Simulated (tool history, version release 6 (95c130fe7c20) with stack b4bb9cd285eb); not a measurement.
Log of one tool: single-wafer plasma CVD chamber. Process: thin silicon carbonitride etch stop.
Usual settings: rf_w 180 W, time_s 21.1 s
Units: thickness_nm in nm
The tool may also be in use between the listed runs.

run    hour  rf_w  time_s  wafers since the last listed run  hours since the last thermocouple change  hours since the last RF generator calibration  hours since the showerhead was replaced  hours since the gauge calibration  read-back reference wafer on the same gauge, thickness_nm  thickness_nm
  1       0   180    21.1                                 0                                    2009.2                                         1475.8                                     3775                              421.1                                                     13.194        12.184
  2    68.6   180    21.1                              2804                                    2077.8                                         1544.4                                   3843.6                              489.7                                                     13.202        12.245
  3   126.4   180      18                              2363                                    2135.6                                         1602.2                                   3901.4                              547.5                                                     13.201        10.396
  4   163.1   180    21.1                              1500                                    2172.3                                         1638.9                                   3938.1                              584.2                                                     13.193        12.208
  5   197.9   180    21.1                              1422                                    2207.1                                         1673.7                                   3972.9                                619                                                     13.193        12.125
  6     233   180    21.1                              1435                                    2242.2                                         1708.8                                     4008                              654.1                                                     13.213         12.11
  7   263.6   180    21.1                              1251                                    2272.8                                         1739.4                                   4038.6                              684.7                                                     13.203        12.114
  8   318.1   180    21.1                              2228                                    2327.3                                         1793.9                                   4093.1                              739.2                                                     13.186        12.143
  9   344.5   180    21.1                              1079                                    2353.7                                         1820.3                                   4119.5                              765.6                                                      13.19        12.177
 10   384.2   180    21.1                              1623                                    2393.4                                           1860                                   4159.2                              805.3                                                     13.196        12.137
 11   413.2   180    21.1                              1185                                    2422.4                                           1889                                   4188.2                              834.3                                                     13.211        12.119
 12   438.6   190    21.1                              1038                                    2447.8                                         1914.4                                   4213.6                              859.7                                                     13.197        12.215
 13   509.7   190    21.1                              2907                                    2518.9                                         1985.5                                   4284.7                              930.8                                                     13.197        12.258
 14   539.6   155    23.1                              1222                                    2548.8                                         2015.4                                   4314.6                              960.7                                                     13.207        12.883
 15     577   180    21.1                              1529                                    2586.2                                         2052.8                                     4352                              998.1                                                     13.191        12.073
      626.2  -- RF generator calibrated
 16   639.5   150    23.4                              2228                                    2648.7                                           13.3                                   4414.5                             1060.6                                                     13.203        13.154
 17   670.4   160    18.2                              1263                                    2679.6                                           44.2                                   4445.4                             1091.5                                                     13.203        10.377
      687.8  -- showerhead replaced
 18   874.1   180    17.6                              8001                                    2883.3                                          247.9                                    186.3                             1295.2                                                     13.203        10.327
 19   940.8   180    21.1                              2727                                      2950                                          314.6                                      253                             1361.9                                                     13.221        12.294
 20  1003.4   155    17.4                              2559                                    3012.6                                          377.2                                    315.6                             1424.5                                                     13.186         9.829
     1016.8  -- gauge calibrated
     1059.3  -- thermocouple changed; heater temperature recalibrated
 21  1059.8   215    17.9                              1978                                       0.5                                          433.6                                      372                                 43                                                     13.218        10.841
 22  1148.7   145    22.3                              3634                                      89.4                                          522.5                                    460.9                              131.9                                                     13.204        12.465
 23  1211.3   165    25.1                              2559                                       152                                          585.1                                    523.5                              194.5                                                     13.201        14.282
 24  1276.2   200    22.2                              2653                                     216.9                                            650                                    588.4                              259.4                                                     13.209        13.149
 25  1326.7   160    19.1                              2064                                     267.4                                          700.5                                    638.9                              309.9                                                     13.185        10.838
 26  1419.9   145    23.3                              3810                                     360.6                                          793.7                                    732.1                              403.1                                                     13.188        12.982
 27  1462.7   210    22.3                              1749                                     403.4                                          836.5                                    774.9                              445.9                                                     13.195        13.406

The tool's hidden state at each run:
wafer temperature above the value expected at the setpoint (K): 0 in every run
gauge reads high (%): 0 in every run
H1: delivered RF power above the setpoint (%)
run      H1
  1    -4.7
  2   -5.13
  3    -5.5
  4   -5.75
  5   -5.99
  6   -6.23
  7   -6.45
  8   -6.84
  9   -7.04
 10   -7.34
 11   -7.57
 12   -7.76
 13   -8.34
 14   -8.58
 15    -8.9
 16  -0.125
 17  -0.129
 18  -0.252
 19  -0.329
 20  -0.418
 21  -0.512
 22  -0.687
 23   -0.83
 24  -0.995
 25   -1.14
 26   -1.42
 27   -1.57

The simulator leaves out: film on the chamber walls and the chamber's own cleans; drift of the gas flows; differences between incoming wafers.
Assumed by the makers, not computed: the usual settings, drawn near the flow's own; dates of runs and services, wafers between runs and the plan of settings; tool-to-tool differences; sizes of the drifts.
